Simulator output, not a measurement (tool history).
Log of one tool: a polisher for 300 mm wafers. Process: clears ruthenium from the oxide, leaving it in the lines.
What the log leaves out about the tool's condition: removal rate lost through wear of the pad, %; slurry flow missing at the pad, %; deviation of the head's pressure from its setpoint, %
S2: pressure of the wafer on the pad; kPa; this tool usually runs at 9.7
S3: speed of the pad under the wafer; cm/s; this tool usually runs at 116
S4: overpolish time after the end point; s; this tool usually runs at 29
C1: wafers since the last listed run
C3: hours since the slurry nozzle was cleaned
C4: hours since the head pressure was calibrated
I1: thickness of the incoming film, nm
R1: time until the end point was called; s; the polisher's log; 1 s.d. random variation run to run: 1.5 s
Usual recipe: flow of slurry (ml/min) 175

run 1 hour=0 | flow_of_slurry_(ml/min)=175 S2=9.7 S3=116 S4=29 | C1=0 wafers_polished_on_this_pad=733 C3=84.5 C4=701.9 | I1=98.7 | R1=121.4
run 2 hour=77.2 | flow_of_slurry_(ml/min)=175 S2=9.7 S3=116 S4=29 | C1=473 wafers_polished_on_this_pad=1206 C3=161.7 C4=779.1 | I1=101.1 | R1=124.9
-- hour=120.3 worn pad replaced by a new one
run 3 hour=135.8 | flow_of_slurry_(ml/min)=175 S2=9.7 S3=116 S4=29 | C1=334 wafers_polished_on_this_pad=95 C3=220.3 C4=837.7 | I1=99.9 | R1=111.4
-- hour=190.6 slurry nozzle cleaned
run 4 hour=195.1 | flow_of_slurry_(ml/min)=175 S2=9.7 S3=116 S4=29 | C1=357 wafers_polished_on_this_pad=452 C3=4.5 C4=897 | I1=98.4 | R1=113.6
run 5 hour=268.9 | flow_of_slurry_(ml/min)=175 S2=9.7 S3=130 S4=29 | C1=452 wafers_polished_on_this_pad=905 C3=78.3 C4=970.8 | I1=100.6 | R1=111.1
run 6 hour=326.8 | flow_of_slurry_(ml/min)=175 S2=9.7 S3=116 S4=29 | C1=355 wafers_polished_on_this_pad=1260 C3=136.2 C4=1028.7 | I1=99 | R1=122.5
-- hour=371.5 worn pad replaced by a new one
run 7 hour=397.7 | flow_of_slurry_(ml/min)=175 S2=9.7 S3=116 S4=29 | C1=410 wafers_polished_on_this_pad=160 C3=207.1 C4=1099.6 | I1=100.3 | R1=110
-- hour=452.8 slurry nozzle cleaned
-- hour=468.9 head pressure recalibrated
run 8 hour=496.9 | flow_of_slurry_(ml/min)=175 S2=9.7 S3=116 S4=29 | C1=590 wafers_polished_on_this_pad=750 C3=44.1 C4=28 | I1=100.4 | R1=123.9
run 9 hour=582 | flow_of_slurry_(ml/min)=175 S2=9.7 S3=116 S4=29 | C1=522 wafers_polished_on_this_pad=1272 C3=129.2 C4=113.1 | I1=101.6 | R1=130.5
-- hour=634.6 worn pad replaced by a new one
run 10 hour=683.6 | flow_of_slurry_(ml/min)=160 S2=8.3 S3=90 S4=19 | C1=598 wafers_polished_on_this_pad=300 C3=230.8 C4=214.7 | I1=99.2 | R1=161.1
run 11 hour=730.5 | flow_of_slurry_(ml/min)=175 S2=9.7 S3=116 S4=12 | C1=287 wafers_polished_on_this_pad=588 C3=277.7 C4=261.6 | I1=101 | R1=122.4
-- hour=733 slurry nozzle cleaned
run 12 hour=777.7 | flow_of_slurry_(ml/min)=175 S2=9.7 S3=116 S4=29 | C1=283 wafers_polished_on_this_pad=871 C3=44.7 C4=308.8 | I1=100.4 | R1=126.2
-- hour=880.3 worn pad replaced by a new one
run 13 hour=884.6 | flow_of_slurry_(ml/min)=125 S2=9.7 S3=146 S4=35 | C1=631 wafers_polished_on_this_pad=26 C3=151.6 C4=415.7 | I1=99.6 | R1=101.4
run 14 hour=951 | flow_of_slurry_(ml/min)=175 S2=9.7 S3=116 S4=29 | C1=407 wafers_polished_on_this_pad=433 C3=218 C4=482.1 | I1=100.9 | R1=120
-- hour=991.9 slurry nozzle cleaned
run 15 hour=1006.4 | flow_of_slurry_(ml/min)=175 S2=9.7 S3=116 S4=15 | C1=333 wafers_polished_on_this_pad=767 C3=14.5 C4=537.5 | I1=100.5 | R1=119.7
-- hour=1092.3 worn pad replaced by a new one
run 16 hour=1102.5 | flow_of_slurry_(ml/min)=120 S2=9.7 S3=116 S4=17 | C1=565 wafers_polished_on_this_pad=62 C3=110.6 C4=633.6 | I1=101.2 | R1=122.3
run 17 hour=1151.1 | flow_of_slurry_(ml/min)=175 S2=6.9 S3=144 S4=29 | C1=298 wafers_polished_on_this_pad=360 C3=159.2 C4=682.2 | I1=100.9 | R1=140.1
run 18 hour=1199.4 | flow_of_slurry_(ml/min)=200 S2=11 S3=116 S4=24 | C1=296 wafers_polished_on_this_pad=657 C3=207.5 C4=730.5 | I1=100.8 | R1=102.5

Selected run-to-run steps in R1, each split into two signed amounts: the part the tool would show with no hidden state at all (from settings, incoming material and random variation), and the remainder, which goes to the hidden state together with any gauge scatter not common to the measured and the hidden-state-free results:
Run 7 -> 8: slurry nozzle cleaned, head pressure recalibrated. R1 +13.9 s: hidden state +13.5, all else +0.4.
Run 10 -> 11: flow of slurry (ml/min) 160 -> 175, S2 8.3 -> 9.7, S3 90 -> 116, S4 19 -> 12. R1 -38.7 s: hidden state +1.9, all else -40.6.
